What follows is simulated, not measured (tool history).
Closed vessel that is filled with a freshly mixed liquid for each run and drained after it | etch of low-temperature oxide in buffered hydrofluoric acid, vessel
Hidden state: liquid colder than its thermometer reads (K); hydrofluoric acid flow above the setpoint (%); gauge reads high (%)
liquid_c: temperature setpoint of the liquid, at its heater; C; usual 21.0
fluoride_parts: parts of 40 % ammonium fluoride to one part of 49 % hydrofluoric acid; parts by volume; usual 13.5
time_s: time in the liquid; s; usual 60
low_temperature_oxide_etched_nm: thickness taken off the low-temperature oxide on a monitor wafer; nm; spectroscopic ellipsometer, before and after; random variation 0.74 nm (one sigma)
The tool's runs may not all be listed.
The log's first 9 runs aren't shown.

| run | hour | liquid_c | fluoride_parts | time_s | wafers since the last listed run | hours since the thermometer was replaced | hours since the hydrofluoric acid flow meter was replaced | hours since the gauge calibration | read-back film thickness of the low-temperature oxide reference wafer, read on the same gauge (nm) | low_temperature_oxide_etched_nm |
|---|---|---|---|---|---|---|---|---|---|---|
| 10 | 281.6 | 21.0 | 13.5 | 60 | 961 | 1574.4 | 1059.8 | 1158.2 | 80.00 | 93.55 |
| 11 | 311.8 | 21.0 | 13.5 | 60 | 1923 | 1604.6 | 1090.0 | 1188.4 | 79.99 | 92.62 |
| 12 | 341.5 | 21.0 | 8.5 | 40 | 1892 | 1634.3 | 1119.7 | 1218.1 | 79.97 | 97.27 |
| 13 | 358.3 | 19.5 | 13.5 | 70 | 1070 | 1651.1 | 1136.5 | 1234.9 | 79.99 | 98.71 |
|  | 381.0 | hydrofluoric acid flow meter replaced |
| 14 | 386.8 | 21.0 | 13.5 | 40 | 1751 | 1679.6 | 5.8 | 1263.4 | 80.00 | 58.16 |
| 15 | 414.3 | 21.0 | 11.0 | 60 | 1751 | 1707.1 | 33.3 | 1290.9 | 79.99 | 106.76 |
| 16 | 449.4 | 21.0 | 16.0 | 90 | 2236 | 1742.2 | 68.4 | 1326.0 | 79.99 | 112.42 |
| 17 | 478.5 | 25.0 | 15.5 | 95 | 1853 | 1771.3 | 97.5 | 1355.1 | 80.01 | 150.55 |
| 18 | 495.4 | 21.0 | 13.5 | 60 | 1076 | 1788.2 | 114.4 | 1372.0 | 79.98 | 87.15 |
|  | 512.8 | gauge calibrated |
| 19 | 527.3 | 21.0 | 13.5 | 60 | 2032 | 1820.1 | 146.3 | 14.5 | 80.01 | 87.97 |
|  | 544.0 | thermometer replaced |
| 20 | 547.0 | 21.0 | 13.5 | 30 | 1191 | 3.0 | 166.0 | 34.2 | 79.97 | 49.48 |
| 21 | 570.8 | 21.0 | 18.0 | 30 | 1516 | 26.8 | 189.8 | 58.0 | 80.00 | 37.21 |
| 22 | 598.5 | 23.5 | 13.5 | 30 | 1764 | 54.5 | 217.5 | 85.7 | 80.00 | 55.83 |
| 23 | 618.0 | 21.0 | 13.5 | 60 | 1242 | 74.0 | 237.0 | 105.2 | 80.00 | 97.66 |
| 24 | 650.9 | 21.0 | 13.5 | 60 | 2095 | 106.9 | 269.9 | 138.1 | 79.98 | 96.83 |
| 25 | 680.0 | 23.5 | 9.0 | 95 | 1853 | 136.0 | 299.0 | 167.2 | 80.02 | 255.46 |
| 26 | 708.2 | 21.0 | 11.5 | 40 | 1796 | 164.2 | 327.2 | 195.4 | 79.99 | 77.05 |
| 27 | 730.8 | 25.5 | 13.5 | 85 | 1439 | 186.8 | 349.8 | 218.0 | 80.02 | 174.30 |
| 28 | 744.9 | 21.0 | 9.0 | 60 | 898 | 200.9 | 363.9 | 232.1 | 80.01 | 142.60 |
| 29 | 850.6 | 21.0 | 17.0 | 75 | 6733 | 306.6 | 469.6 | 337.8 | 80.00 | 96.86 |
| 30 | 879.1 | 21.0 | 13.5 | 60 | 1815 | 335.1 | 498.1 | 366.3 | 80.00 | 97.89 |
| 31 | 893.8 | 21.0 | 13.5 | 60 | 936 | 349.8 | 512.8 | 381.0 | 80.01 | 97.42 |

Forecast each of these 5 alternatives for the next run:
| A | 894.5 | 21.0 | 13.5 | 60 | 44 | 350.5 | 513.5 | 381.7 | ? | ? |
| B | 894.5 | 21.0 | 11.5 | 60 | 44 | 350.5 | 513.5 | 381.7 | ? | ? |
| C | 894.5 | 24.5 | 9.0 | 85 | 44 | 350.5 | 513.5 | 381.7 | ? | ? |
| D | 894.5 | 23.5 | 13.5 | 40 | 44 | 350.5 | 513.5 | 381.7 | ? | ? |
| E | 894.5 | 24.0 | 16.0 | 30 | 44 | 350.5 | 513.5 | 381.7 | ? | ? |

| run | read-back film thickness of the low-temperature oxide reference wafer, read on the same gauge (nm) | low_temperature_oxide_etched_nm |
|---|---|---|
| A | 80.01 | 97.09 |
| B | 80.01 | 113.57 |
| C | 80.01 | 239.87 |
| D | 80.01 | 74.36 |
| E | 80.01 | 48.51 |
Without the tool's hidden state the same runs would have given:
| run | low_temperature_oxide_etched_nm |
|---|---|
| A | 98.25 |
| B | 114.95 |
| C | 241.69 |
| D | 75.19 |
| E | 49.05 |

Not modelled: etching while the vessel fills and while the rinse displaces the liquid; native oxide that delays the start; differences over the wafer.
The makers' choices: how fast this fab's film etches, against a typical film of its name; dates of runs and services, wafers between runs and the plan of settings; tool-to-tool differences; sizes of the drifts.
